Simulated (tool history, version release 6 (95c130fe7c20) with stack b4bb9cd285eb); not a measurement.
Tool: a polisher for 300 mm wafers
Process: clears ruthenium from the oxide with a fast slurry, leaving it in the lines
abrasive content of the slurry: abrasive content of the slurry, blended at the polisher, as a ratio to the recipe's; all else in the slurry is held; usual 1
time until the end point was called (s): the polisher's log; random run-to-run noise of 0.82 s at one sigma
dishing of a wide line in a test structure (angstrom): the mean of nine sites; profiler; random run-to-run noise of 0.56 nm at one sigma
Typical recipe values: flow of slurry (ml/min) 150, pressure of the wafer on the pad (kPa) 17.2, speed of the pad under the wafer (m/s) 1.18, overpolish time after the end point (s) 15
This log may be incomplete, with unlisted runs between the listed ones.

run     day  flow of slurry (ml/min)  pressure of the wafer on the pad (kPa)  speed of the pad under the wafer (m/s)  abrasive content of the slurry  overpolish time after the end point (s)  wafers since the last listed run  wafers polished on this pad  hours since the slurry nozzle was cleaned  hours since the head pressure was calibrated  hours since the slurry blender was calibrated  incoming thickness of the incoming film, nm  time until the end point was called (s)  dishing of a wide line in a test structure (angstrom)
  1       0                      150                                    17.2                                    1.18                               1                                       15                                 0                         1081                                      471.9                                        1133.2                                           89.3                                        199.7                                     57.6                                                    402
      0.383  -- head pressure recalibrated
  2   0.538                      150                                    17.2                                    1.18                               1                                       15                               123                         1205                                      484.8                                           3.7                                          102.2                                        200.4                                     56.6                                                    404
      0.983  -- worn pad replaced by a new one
  3   1.004                      180                                    17.2                                    1.18                               1                                       15                                81                            5                                        496                                          14.9                                          113.4                                        201.1                                     55.6                                                    410
      1.296  -- slurry blender recalibrated
  4   1.317                      120                                    22.1                                       1                               1                                       19                                62                           67                                      503.5                                          22.4                                            0.5                                        202.4                                     56.9                                                    484
  5   1.779                      150                                    20.7                                    1.18                               1                                       22                               125                          193                                      514.6                                          33.5                                           11.6                                        200.2                                       48                                                    637
  6   2.071                      130                                    17.2                                    1.18                             0.9                                        6                                79                          272                                      521.6                                          40.5                                           18.6                                          199                                     64.1                                                    160
  7   2.554                      150                                    17.2                                    1.18                               1                                       15                               131                          404                                      533.2                                          52.1                                           30.2                                        199.6                                     58.9                                                    396
  8   2.925                      150                                    17.2                                    1.18                               1                                       15                               100                          505                                      542.1                                            61                                           39.1                                        199.6                                     56.8                                                    385
  9   3.321                      185                                    15.9                                    1.34                               1                                        9                               107                          612                                      551.6                                          70.5                                           48.6                                        201.1                                     53.7                                                    271
 10   3.621                      150                                    13.1                                    0.88                             0.7                                       15                                81                          694                                      558.8                                          77.7                                           55.8                                        200.3                                    118.7                                                    211
 11     3.9                      150                                    17.2                                    1.18                            1.25                                       15                                75                          770                                      565.5                                          84.4                                           62.5                                        198.9                                     55.6                                                    416
 12   4.279                      150                                    17.2                                    1.18                               1                                       15                               103                          873                                      574.6                                          93.5                                           71.6                                        199.7                                     61.1                                                    383
 13   4.725                      120                                    17.2                                    1.18                               1                                       15                               121                          994                                      585.3                                         104.2                                           82.3                                        197.2                                     63.8                                                    360
 14   5.071                      150                                    17.2                                    1.18                             1.3                                       15                                94                         1088                                      593.6                                         112.5                                           90.6                                        200.2                                     55.9                                                    401
 15     6.5                      150                                    17.2                                    0.84                             1.1                                        7                               388                         1477                                      627.9                                         146.8                                          124.9                                        203.3                                     86.8                                                    138
      6.612  -- slurry blender recalibrated
      6.729  -- worn pad replaced by a new one
 16   7.096                      110                                      20                                    1.58                               1                                       21                               107                          100                                      642.2                                         161.1                                           11.6                                        197.8                                     44.2                                                    632
 17   7.375                      105                                    17.2                                     1.3                             1.1                                       21                                75                          176                                      648.9                                         167.8                                           18.3                                        197.9                                     64.2                                                    475
 18   7.838                      150                                    17.2                                     1.4                             0.9                                       18                               125                          301                                        660                                         178.9                                           29.4                                        197.8                                     54.9                                                    482
 19   8.383                      150                                    17.2                                    1.18                               1                                       15                               148                          450                                      673.1                                           192                                           42.5                                        195.8                                       65                                                    351
      8.929  -- slurry nozzle cleaned
 20   8.967                      200                                    17.2                                    1.54                               1                                       15                               147                          597                                        0.9                                           206                                           56.5                                        202.7                                     39.1                                                    540
 21   9.633                      180                                    23.4                                    1.18                            1.25                                       22                               181                          779                                       16.9                                           222                                           72.5                                        200.3                                       36                                                    770
 22  10.296                      150                                    23.4                                    1.18                            1.15                                       15                               180                          959                                       32.8                                         237.9                                           88.4                                        201.6                                     38.7                                                    577
 23  11.046                      180                                    17.2                                     0.8                               1                                       15                               204                         1163                                       50.8                                         255.9                                          106.4                                        199.6                                       78                                                    306
 24    11.3                      150                                    17.2                                    1.18                               1                                       15                                69                         1232                                       56.9                                           262                                          112.5                                        197.7                                     53.2                                                    418
     11.962  -- worn pad replaced by a new one
 25  11.983                      150                                    17.2                                    1.18                               1                                       15                               140                            5                                       73.3                                         278.4                                          128.9                                        200.4                                     53.2                                                    422
     12.425  -- slurry blender recalibrated
 26  13.858                      150                                    17.2                                    1.18                               1                                       10                               487                          493                                      118.3                                         323.4                                           34.4                                        200.7                                     54.7                                                    298
 27  14.492                      150                                    19.3                                     0.8                            1.15                                       13                               172                          665                                      133.5                                         338.6                                           49.6                                        198.5                                     69.8                                                    306
 28  15.162                      150                                    17.2                                    1.18                               1                                       18                               182                          847                                      149.6                                         354.7                                           65.7                                        202.4                                     55.1                                                    492

Each row is a separate what-if for the run after 28, all from the same tool condition, not one after another. Results?
  A  15.179                      150                                    17.2                                    1.18                            0.75                                       15                                 4                          852                                        150                                         355.1                                           66.1                                        199.1                                        ?                                                      ?
  B  15.179                      170                                    17.2                                    1.18                               1                                       15                                 4                          852                                        150                                         355.1                                           66.1                                        199.1                                        ?                                                      ?
  C  15.179                      190                                    18.6                                    1.46                               1                                       15                                 4                          852                                        150                                         355.1                                           66.1                                        199.1                                        ?                                                      ?
  D  15.179                      150                                    17.2                                    0.86                             1.3                                       22                                 4                          852                                        150                                         355.1                                           66.1                                        199.1                                        ?                                                      ?

run  time until the end point was called (s)  dishing of a wide line in a test structure (angstrom)
  A                                     59.4                                                    393
  B                                       53                                                    433
  C                                       39                                                    557
  D                                     68.7                                                    480
Stripped of hidden state, with their random variation kept, the same runs would have yielded:
run  time until the end point was called (s)  dishing of a wide line in a test structure (angstrom)
  A                                     58.8                                                    396
  B                                     52.6                                                    436
  C                                     38.7                                                    560
  D                                     68.1                                                    484

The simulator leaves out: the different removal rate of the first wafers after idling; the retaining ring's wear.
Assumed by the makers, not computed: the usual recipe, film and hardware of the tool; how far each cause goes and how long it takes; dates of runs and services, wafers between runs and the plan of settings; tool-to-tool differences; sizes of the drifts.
